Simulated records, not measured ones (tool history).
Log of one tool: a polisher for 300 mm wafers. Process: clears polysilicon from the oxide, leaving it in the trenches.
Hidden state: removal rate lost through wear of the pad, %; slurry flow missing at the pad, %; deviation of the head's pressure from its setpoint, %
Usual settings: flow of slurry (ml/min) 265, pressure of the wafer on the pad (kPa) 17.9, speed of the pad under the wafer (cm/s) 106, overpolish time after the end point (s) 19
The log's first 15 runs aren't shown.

| run | day | flow of slurry (ml/min) | pressure of the wafer on the pad (kPa) | speed of the pad under the wafer (cm/s) | overpolish time after the end point (s) | wafers since the last listed run | wafers polished on this pad | hours since the slurry nozzle was cleaned | hours since the head pressure was calibrated | incoming thickness of the incoming film, nm | time until the end point was called (s) |
|---|---|---|---|---|---|---|---|---|---|---|---|
| 16 | 41.254 | 220 | 12.4 | 120 | 14 | 584 | 1899 | 532.4 | 637.7 | 676.6 | 72.5 |
| 17 | 45.679 | 265 | 20.0 | 96 | 19 | 595 | 2494 | 638.6 | 743.9 | 676.0 | 60.9 |
|  | 46.642 | head pressure recalibrated |
| 18 | 48.571 | 195 | 17.9 | 106 | 19 | 377 | 2871 | 708.0 | 46.3 | 661.3 | 61.9 |
|  | 50.138 | slurry nozzle cleaned |
| 19 | 52.871 | 265 | 17.9 | 84 | 27 | 572 | 3444 | 65.6 | 149.5 | 675.7 | 72.2 |
|  | 55.308 | worn pad replaced by a new one |
| 20 | 55.775 | 230 | 14.5 | 124 | 11 | 368 | 62 | 135.3 | 219.2 | 678.1 | 57.8 |
| 21 | 58.908 | 265 | 17.9 | 106 | 19 | 421 | 484 | 210.5 | 294.4 | 680.0 | 57.9 |
| 22 | 71.421 | 265 | 11.7 | 106 | 25 | 1682 | 2166 | 510.8 | 594.7 | 664.5 | 75.6 |
|  | 74.129 | head pressure recalibrated |
| 23 | 74.621 | 265 | 23.4 | 140 | 19 | 419 | 2585 | 587.6 | 11.8 | 661.3 | 41.0 |

Run 24 comes next. What will it give?
| 24 | 76.775 | 220 | 17.9 | 106 | 19 | 289 | 2875 | 639.3 | 63.5 | 682.5 | ? |

{"run 24": {"time until the end point was called (s)": 62.2}}
Without the tool's hidden state the same run would have given time until the end point was called (s) 56.7.
